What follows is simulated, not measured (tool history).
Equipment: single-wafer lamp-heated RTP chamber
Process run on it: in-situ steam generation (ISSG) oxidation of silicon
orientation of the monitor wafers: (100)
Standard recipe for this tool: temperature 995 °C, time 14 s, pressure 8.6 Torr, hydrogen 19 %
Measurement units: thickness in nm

| run | hour | temperature | time | pressure | hydrogen | read-back reference wafer on the same gauge, thickness | thickness |
|---|---|---|---|---|---|---|---|
| 1 | 0 | 995 | 14 | 8.6 | 27 | 3.692 | 4.438 |
| 2 | 67.3 | 995 | 14 | 8.6 | 27 | 3.687 | 4.435 |
|  | 120 | hydrogen flow controller replaced |
| 3 | 129.1 | 995 | 14 | 7.7 | 19 | 3.686 | 4.09 |
| 4 | 180.3 | 995 | 14 | 7.7 | 19 | 3.694 | 4.088 |
| 5 | 243.4 | 995 | 14 | 8.6 | 19 | 3.691 | 4.084 |
| 6 | 296.5 | 995 | 14 | 8.6 | 19 | 3.687 | 4.11 |
| 7 | 325.6 | 995 | 14 | 8.6 | 19 | 3.687 | 4.113 |
| 8 | 530.4 | 995 | 14 | 8.6 | 19 | 3.69 | 4.152 |
|  | 539.4 | pyrometer window cleaned and pyrometer calibrated |
| 9 | 585.4 | 1003 | 10 | 8.6 | 13 | 3.692 | 3.303 |
| 10 | 649.5 | 995 | 14 | 7.7 | 19 | 3.689 | 4.076 |
| 11 | 687.1 | 995 | 18 | 8.6 | 12 | 3.685 | 4.102 |
| 12 | 713.4 | 1002 | 11 | 7.6 | 19 | 3.691 | 3.762 |
| 13 | 781.7 | 995 | 11 | 8.6 | 26 | 3.69 | 3.981 |
| 14 | 832 | 985 | 14 | 8.6 | 15 | 3.693 | 3.725 |
| 15 | 897 | 995 | 14 | 8.1 | 19 | 3.691 | 4.104 |
| 16 | 950.6 | 995 | 20 | 9.1 | 19 | 3.693 | 4.763 |
| 17 | 1008.3 | 982 | 14 | 9.9 | 19 | 3.693 | 3.842 |
| 18 | 1079.6 | 978 | 11 | 8.6 | 19 | 3.694 | 3.491 |
|  | 1080.5 | gauge calibrated |
| 19 | 1118.1 | 995 | 14 | 9.8 | 19 | 3.687 | 4.051 |
| 20 | 1176.4 | 995 | 14 | 8.6 | 19 | 3.689 | 4.136 |
| 21 | 1210 | 995 | 14 | 8.6 | 23 | 3.688 | 4.34 |
|  | 1287.3 | pyrometer window cleaned and pyrometer calibrated |
| 22 | 1287.8 | 984 | 19 | 8.6 | 19 | 3.688 | 4.454 |
| 23 | 1339.1 | 995 | 10 | 8.6 | 11 | 3.688 | 3.089 |
|  | 1437.9 | pressure gauge zeroed |
| 24 | 1476.9 | 995 | 16 | 8.6 | 19 | 3.69 | 4.339 |
| 25 | 1533.7 | 995 | 12 | 7.2 | 16 | 3.687 | 3.649 |
| 26 | 1573.4 | 995 | 14 | 8.6 | 19 | 3.694 | 4.085 |
| 27 | 1728.6 | 995 | 9 | 8.6 | 19 | 3.689 | 3.397 |
| 28 | 1777.9 | 1003 | 10 | 8.6 | 13 | 3.693 | 3.34 |
| 29 | 1913.9 | 1007 | 9 | 8.6 | 19 | 3.686 | 3.564 |
| 30 | 1956.8 | 980 | 9 | 7.8 | 11 | 3.689 | 2.874 |
|  | 1990.9 | pyrometer window cleaned and pyrometer calibrated |
| 31 | 2009.7 | 978 | 11 | 8.6 | 15 | 3.689 | 3.293 |

Measured minus without-hidden-state, run by run (identical run-to-run variation in each term; gauge scatter may differ):
Unlogged tool condition in this case: true wafer temperature minus pyrometer reading, K; true pressure minus gauge reading, Torr; deviation of the hydrogen flow from its setpoint, %; gauge reads high (%).
| run | thickness |
|---|---|
| 1 | +0.008 |
| 2 | +0.014 |
| 3 | +0.019 |
| 4 | +0.025 |
| 5 | +0.034 |
| 6 | +0.043 |
| 7 | +0.049 |
| 8 | +0.097 |
| 9 | +0.002 |
| 10 | +0.004 |
| 11 | +0.005 |
| 12 | +0.006 |
| 13 | +0.01 |
| 14 | +0.014 |
| 15 | +0.025 |
| 16 | +0.043 |
| 17 | +0.036 |
| 18 | +0.038 |
| 19 | +0.063 |
| 20 | +0.077 |
| 21 | +0.09 |
| 22 | +0.009 |
| 23 | +0.005 |
| 24 | +0.017 |
| 25 | +0.017 |
| 26 | +0.024 |
| 27 | +0.031 |
| 28 | +0.041 |
| 29 | +0.066 |
| 30 | +0.048 |
| 31 | +0.003 |
